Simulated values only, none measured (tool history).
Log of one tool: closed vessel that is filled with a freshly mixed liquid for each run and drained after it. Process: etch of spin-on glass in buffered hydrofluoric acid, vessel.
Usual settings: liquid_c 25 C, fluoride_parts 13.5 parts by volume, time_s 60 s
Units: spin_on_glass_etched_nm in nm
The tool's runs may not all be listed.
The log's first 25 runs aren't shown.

run,hour,liquid_c,fluoride_parts,time_s,"read-back film thickness of the spin-on glass reference wafer, read on the same gauge (nm)",spin_on_glass_etched_nm
26,374.5,25,13.5,60,150.02,204.23
27,383.1,25,12,60,149.97,230.38
28,390.5,25,17,60,149.97,163.5
29,403.9,23,11.5,80,150.01,285.45
30,414.9,25,13.5,90,149.97,306.48
31,429.3,26.5,18.5,30,150.03,81.57
32,445.9,25,13.5,60,150.06,204.5
33,462.3,30,13.5,60,150.01,268.11

Forecast each of these 4 alternatives for the next run:
A,463,25,9.5,60,?,?
B,463,21.5,12,85,?,?
C,463,29.5,17,70,?,?
D,463,21,13.5,60,?,?

run,"read-back film thickness of the spin-on glass reference wafer, read on the same gauge (nm)",spin_on_glass_etched_nm
A,150.01,282.9
B,150.01,268.14
C,150.01,241.91
D,150.01,164.03
Without the tool's hidden state the same runs would have given:
run,spin_on_glass_etched_nm
A,282.9
B,268.14
C,241.91
D,164.03
